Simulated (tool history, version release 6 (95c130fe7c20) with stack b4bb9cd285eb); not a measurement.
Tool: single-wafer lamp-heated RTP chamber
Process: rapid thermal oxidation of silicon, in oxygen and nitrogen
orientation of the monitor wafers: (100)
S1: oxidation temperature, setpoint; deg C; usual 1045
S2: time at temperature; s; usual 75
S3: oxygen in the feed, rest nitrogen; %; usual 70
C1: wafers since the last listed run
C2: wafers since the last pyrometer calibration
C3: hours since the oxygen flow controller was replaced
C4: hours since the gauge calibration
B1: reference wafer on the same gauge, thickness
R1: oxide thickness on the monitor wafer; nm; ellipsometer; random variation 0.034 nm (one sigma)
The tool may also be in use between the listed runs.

run    hour    S1   S2  S3    C1    C2      C3      C4     B1      R1
  1       0  1045   75  70     0  4988  1419.1  1036.6  9.114   8.611
  2    38.6  1045   89  70   449  5438  1457.7  1075.2  9.099   9.293
      309.6  -- pyrometer window cleaned and pyrometer calibrated
  3   345.9  1045   89  70  3484   422    1765  1382.5  9.102   8.934
  4   387.8  1045   89  70   487   910  1806.9  1424.4  9.105   8.972
  5   701.5  1045   75  70  3652  4562  2120.6  1738.1  9.092   8.517
  6   786.3  1045   75  70   987  5550  2205.4  1822.9  9.108   8.606
  7   828.1  1045   87  60   486  6036  2247.2  1864.7  9.098   8.695
      906.3  -- pyrometer window cleaned and pyrometer calibrated
  8   908.4  1045   63  70   841    24  2327.5    1945  9.106   7.637
  9   956.9  1045   63  70   564   589    2376  1993.5  9.089    7.63
 10  1013.5  1045   75  70   659  1248  2432.6  2050.1  9.098   8.338
 11  1065.1  1045   75  70   600  1848  2484.2  2101.7  9.102   8.388
 12    1136  1045   75  70   825  2674  2555.1  2172.6  9.102   8.404
 13  1174.1  1045   47  62   443  3118  2593.2  2210.7  9.103   6.621
 14  1225.4  1045   47  62   597  3715  2644.5    2262  9.104   6.624
 15  1267.7  1045   89  70   492  4207  2686.8  2304.3  9.097   9.256
 16  1374.7  1073  102  80  1245  5453  2793.8  2411.3  9.104  12.517
 17    1464  1045   75  70  1039  6493  2883.1  2500.6  9.093   8.604
     1497.5  -- pyrometer window cleaned and pyrometer calibrated
 18  1555.1  1060   75  59   967   670  2974.2  2591.7  9.104   8.692
 19  1659.3  1021   86  58  1213  1883  3078.4  2695.9  9.101   7.074
 20  1749.9  1045   87  94  1054  2938    3169  2786.5  9.099  10.034
 21  1828.5  1074  101  45   915  3853  3247.6  2865.1  9.087  10.163
     1847.7  -- oxygen flow controller replaced
     1927.3  -- gauge calibrated
 22  1932.9  1045   75  60  1122  4976    85.2     5.6  9.096   8.096
 23  2038.5  1045   90  70  1229  6205   190.8   111.2  9.095   9.337
     2106.8  -- pyrometer window cleaned and pyrometer calibrated
 24  2133.5  1045   75  70  1012   310   285.8   206.2  9.093   8.281
 25  2196.3  1069   93  93   731  1041   348.6     269  9.102  12.092
 26  2241.3  1045   75  70   523  1565   393.6     314  9.113   8.423
 27  2528.7  1032   90  70  3346  4912     681   601.4  9.098   8.529
 28  2634.5  1023   75  70  1231  6144   786.8   707.2  9.105    7.43
 29  2693.8  1071   43  85   690  6834   846.1   766.5  9.101   8.569

5 ways to go on from here, each from the tool as it stands after run 29. What would each give?
  A  2694.2  1045   58  70   4  6839  846.5  766.9   ?   ?
  B  2694.2  1045  101  70   4  6839  846.5  766.9   ?   ?
  C  2694.2  1063   63  93   4  6839  846.5  766.9   ?   ?
  D  2694.2  1019   56  84   4  6839  846.5  766.9   ?   ?
  E  2694.2  1037   60  91   4  6839  846.5  766.9   ?   ?

run     B1     R1
  A  9.107  7.688
  B  9.107  9.868
  C  9.107  9.966
  D  9.107  6.742
  E  9.107  8.111
Without the tool's hidden state the same runs would have given:
run     R1
  A  7.294
  B  9.357
  C  9.465
  D  6.384
  E  7.688
